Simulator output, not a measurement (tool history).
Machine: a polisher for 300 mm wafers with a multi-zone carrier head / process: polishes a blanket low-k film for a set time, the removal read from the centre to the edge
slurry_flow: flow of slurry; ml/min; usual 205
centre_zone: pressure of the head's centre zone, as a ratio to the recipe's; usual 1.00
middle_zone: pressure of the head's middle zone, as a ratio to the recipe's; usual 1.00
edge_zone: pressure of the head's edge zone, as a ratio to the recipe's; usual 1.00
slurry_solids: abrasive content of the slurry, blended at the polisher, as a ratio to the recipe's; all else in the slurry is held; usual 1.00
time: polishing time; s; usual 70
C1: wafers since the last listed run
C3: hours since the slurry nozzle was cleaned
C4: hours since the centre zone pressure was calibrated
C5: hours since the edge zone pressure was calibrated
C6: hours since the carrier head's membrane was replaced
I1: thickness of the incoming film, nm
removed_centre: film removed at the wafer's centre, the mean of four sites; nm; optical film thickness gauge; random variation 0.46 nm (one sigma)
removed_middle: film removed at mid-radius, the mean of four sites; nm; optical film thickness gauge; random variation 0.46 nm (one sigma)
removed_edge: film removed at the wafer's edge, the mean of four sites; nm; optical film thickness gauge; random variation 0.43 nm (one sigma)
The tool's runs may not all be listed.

{"run": 1, "hour": 0.0, "slurry_flow": 205, "centre_zone": 1.0, "middle_zone": 1.04, "edge_zone": 1.09, "slurry_solids": 1.0, "time": 70, "C1": 0, "wafers polished on this pad": 125, "C3": 696.8, "C4": 470.5, "C5": 585.3, "C6": 710.7, "I1": 766.4, "removed_centre": 38.8, "removed_middle": 40.8, "removed_edge": 42.5}
{"hour": 10.3, "done": "centre zone pressure recalibrated"}
{"hour": 12.5, "done": "slurry nozzle cleaned"}
{"run": 2, "hour": 23.7, "slurry_flow": 205, "centre_zone": 0.91, "middle_zone": 1.0, "edge_zone": 1.0, "slurry_solids": 1.15, "time": 70, "C1": 226, "wafers polished on this pad": 351, "C3": 11.2, "C4": 13.4, "C5": 609.0, "C6": 734.4, "I1": 755.0, "removed_centre": 39.2, "removed_middle": 44.3, "removed_edge": 43.1}
{"run": 3, "hour": 55.0, "slurry_flow": 205, "centre_zone": 0.91, "middle_zone": 1.0, "edge_zone": 1.0, "slurry_solids": 1.15, "time": 70, "C1": 341, "wafers polished on this pad": 693, "C3": 42.5, "C4": 44.7, "C5": 640.3, "C6": 765.7, "I1": 745.3, "removed_centre": 39.0, "removed_middle": 44.8, "removed_edge": 43.8}
{"run": 4, "hour": 74.6, "slurry_flow": 205, "centre_zone": 0.91, "middle_zone": 1.0, "edge_zone": 1.0, "slurry_solids": 1.15, "time": 70, "C1": 214, "wafers polished on this pad": 907, "C3": 62.1, "C4": 64.3, "C5": 659.9, "C6": 785.3, "I1": 750.5, "removed_centre": 39.1, "removed_middle": 43.7, "removed_edge": 43.4}
{"hour": 92.9, "done": "edge zone pressure recalibrated"}
{"hour": 107.9, "done": "carrier head's membrane replaced by a new one"}
{"run": 5, "hour": 108.4, "slurry_flow": 255, "centre_zone": 1.0, "middle_zone": 1.0, "edge_zone": 1.0, "slurry_solids": 1.0, "time": 70, "C1": 292, "wafers polished on this pad": 1200, "C3": 95.9, "C4": 98.1, "C5": 15.5, "C6": 0.5, "I1": 757.3, "removed_centre": 41.6, "removed_middle": 43.0, "removed_edge": 41.5}
{"run": 6, "hour": 138.6, "slurry_flow": 205, "centre_zone": 1.0, "middle_zone": 1.0, "edge_zone": 1.0, "slurry_solids": 1.0, "time": 70, "C1": 329, "wafers polished on this pad": 1530, "C3": 126.1, "C4": 128.3, "C5": 45.7, "C6": 30.7, "I1": 761.9, "removed_centre": 40.7, "removed_middle": 42.0, "removed_edge": 41.3}
{"hour": 154.9, "done": "worn pad replaced by a new one"}
{"run": 7, "hour": 161.6, "slurry_flow": 205, "centre_zone": 1.0, "middle_zone": 1.08, "edge_zone": 1.0, "slurry_solids": 1.0, "time": 82, "C1": 207, "wafers polished on this pad": 73, "C3": 149.1, "C4": 151.3, "C5": 68.7, "C6": 53.7, "I1": 760.0, "removed_centre": 46.9, "removed_middle": 50.9, "removed_edge": 47.8}
{"run": 8, "hour": 176.5, "slurry_flow": 205, "centre_zone": 1.0, "middle_zone": 1.0, "edge_zone": 1.0, "slurry_solids": 1.0, "time": 70, "C1": 162, "wafers polished on this pad": 236, "C3": 164.0, "C4": 166.2, "C5": 83.6, "C6": 68.6, "I1": 751.2, "removed_centre": 40.4, "removed_middle": 42.2, "removed_edge": 40.8}
{"run": 9, "hour": 208.1, "slurry_flow": 205, "centre_zone": 0.9, "middle_zone": 1.06, "edge_zone": 1.03, "slurry_solids": 1.0, "time": 70, "C1": 345, "wafers polished on this pad": 581, "C3": 195.6, "C4": 197.8, "C5": 115.2, "C6": 100.2, "I1": 757.1, "removed_centre": 35.9, "removed_middle": 42.9, "removed_edge": 41.7}
{"run": 10, "hour": 237.6, "slurry_flow": 155, "centre_zone": 1.0, "middle_zone": 1.0, "edge_zone": 1.0, "slurry_solids": 1.0, "time": 70, "C1": 322, "wafers polished on this pad": 903, "C3": 225.1, "C4": 227.3, "C5": 144.7, "C6": 129.7, "I1": 768.7, "removed_centre": 37.4, "removed_middle": 38.9, "removed_edge": 39.1}
{"run": 11, "hour": 271.2, "slurry_flow": 205, "centre_zone": 1.05, "middle_zone": 1.0, "edge_zone": 1.0, "slurry_solids": 1.25, "time": 76, "C1": 367, "wafers polished on this pad": 1270, "C3": 258.7, "C4": 260.9, "C5": 178.3, "C6": 163.3, "I1": 751.8, "removed_centre": 48.6, "removed_middle": 47.7, "removed_edge": 47.6}
{"run": 12, "hour": 292.2, "slurry_flow": 205, "centre_zone": 1.0, "middle_zone": 1.0, "edge_zone": 1.0, "slurry_solids": 1.0, "time": 70, "C1": 229, "wafers polished on this pad": 1500, "C3": 279.7, "C4": 281.9, "C5": 199.3, "C6": 184.3, "I1": 748.7, "removed_centre": 39.5, "removed_middle": 40.8, "removed_edge": 40.7}
{"run": 13, "hour": 310.0, "slurry_flow": 180, "centre_zone": 1.0, "middle_zone": 1.0, "edge_zone": 1.0, "slurry_solids": 1.0, "time": 70, "C1": 194, "wafers polished on this pad": 1694, "C3": 297.5, "C4": 299.7, "C5": 217.1, "C6": 202.1, "I1": 761.7, "removed_centre": 37.9, "removed_middle": 40.4, "removed_edge": 39.7}
{"hour": 315.1, "done": "worn pad replaced by a new one"}
{"run": 14, "hour": 328.1, "slurry_flow": 205, "centre_zone": 1.0, "middle_zone": 1.1, "edge_zone": 1.0, "slurry_solids": 1.25, "time": 70, "C1": 154, "wafers polished on this pad": 142, "C3": 315.6, "C4": 317.8, "C5": 235.2, "C6": 220.2, "I1": 767.4, "removed_centre": 42.4, "removed_middle": 47.8, "removed_edge": 43.2}
{"run": 15, "hour": 355.4, "slurry_flow": 205, "centre_zone": 1.11, "middle_zone": 0.92, "edge_zone": 1.0, "slurry_solids": 1.0, "time": 60, "C1": 298, "wafers polished on this pad": 440, "C3": 342.9, "C4": 345.1, "C5": 262.5, "C6": 247.5, "I1": 756.0, "removed_centre": 36.9, "removed_middle": 33.1, "removed_edge": 34.2}
{"run": 16, "hour": 376.5, "slurry_flow": 205, "centre_zone": 1.0, "middle_zone": 1.06, "edge_zone": 1.0, "slurry_solids": 0.9, "time": 70, "C1": 230, "wafers polished on this pad": 670, "C3": 364.0, "C4": 366.2, "C5": 283.6, "C6": 268.6, "I1": 747.0, "removed_centre": 38.0, "removed_middle": 41.2, "removed_edge": 38.2}
{"run": 17, "hour": 389.3, "slurry_flow": 240, "centre_zone": 1.0, "middle_zone": 1.0, "edge_zone": 1.0, "slurry_solids": 1.0, "time": 63, "C1": 139, "wafers polished on this pad": 810, "C3": 376.8, "C4": 379.0, "C5": 296.4, "C6": 281.4, "I1": 760.3, "removed_centre": 36.6, "removed_middle": 37.7, "removed_edge": 37.2}
{"run": 18, "hour": 407.6, "slurry_flow": 205, "centre_zone": 1.0, "middle_zone": 1.0, "edge_zone": 1.0, "slurry_solids": 1.0, "time": 86, "C1": 199, "wafers polished on this pad": 1010, "C3": 395.1, "C4": 397.3, "C5": 314.7, "C6": 299.7, "I1": 756.1, "removed_centre": 48.4, "removed_middle": 49.8, "removed_edge": 49.7}
{"run": 19, "hour": 443.2, "slurry_flow": 205, "centre_zone": 0.9, "middle_zone": 1.06, "edge_zone": 1.03, "slurry_solids": 1.0, "time": 70, "C1": 388, "wafers polished on this pad": 1399, "C3": 430.7, "C4": 432.9, "C5": 350.3, "C6": 335.3, "I1": 755.1, "removed_centre": 35.2, "removed_middle": 42.5, "removed_edge": 41.1}
{"hour": 455.3, "done": "worn pad replaced by a new one"}
{"run": 20, "hour": 466.6, "slurry_flow": 205, "centre_zone": 1.0, "middle_zone": 1.0, "edge_zone": 1.0, "slurry_solids": 0.8, "time": 89, "C1": 211, "wafers polished on this pad": 123, "C3": 454.1, "C4": 456.3, "C5": 373.7, "C6": 358.7, "I1": 762.6, "removed_centre": 45.0, "removed_middle": 47.1, "removed_edge": 46.8}
{"run": 21, "hour": 482.0, "slurry_flow": 205, "centre_zone": 0.96, "middle_zone": 1.0, "edge_zone": 1.0, "slurry_solids": 1.0, "time": 70, "C1": 168, "wafers polished on this pad": 291, "C3": 469.5, "C4": 471.7, "C5": 389.1, "C6": 374.1, "I1": 766.2, "removed_centre": 37.7, "removed_middle": 40.7, "removed_edge": 39.5}
{"run": 22, "hour": 509.6, "slurry_flow": 205, "centre_zone": 1.07, "middle_zone": 1.0, "edge_zone": 1.07, "slurry_solids": 0.8, "time": 70, "C1": 301, "wafers polished on this pad": 593, "C3": 497.1, "C4": 499.3, "C5": 416.7, "C6": 401.7, "I1": 754.6, "removed_centre": 37.8, "removed_middle": 37.5, "removed_edge": 38.5}

Exercise: give the hidden state of the tool at every run:
removal rate lost through wear of the pad, %: 0 at every run
deviation of the centre zone's pressure from its setpoint, %: 0 at every run
deviation of the edge zone's pressure from its setpoint, %: 0 at every run
H1: slurry flow missing at the pad, %
run=1 H1=31.1
run=2 H1=3.31
run=3 H1=7.36
run=4 H1=9.6
run=5 H1=13
run=6 H1=15.6
run=7 H1=17.4
run=8 H1=18.4
run=9 H1=20.3
run=10 H1=21.9
run=11 H1=23.5
run=12 H1=24.3
run=13 H1=25
run=14 H1=25.6
run=15 H1=26.4
run=16 H1=27
run=17 H1=27.3
run=18 H1=27.7
run=19 H1=28.4
run=20 H1=28.8
run=21 H1=29.1
run=22 H1=29.5
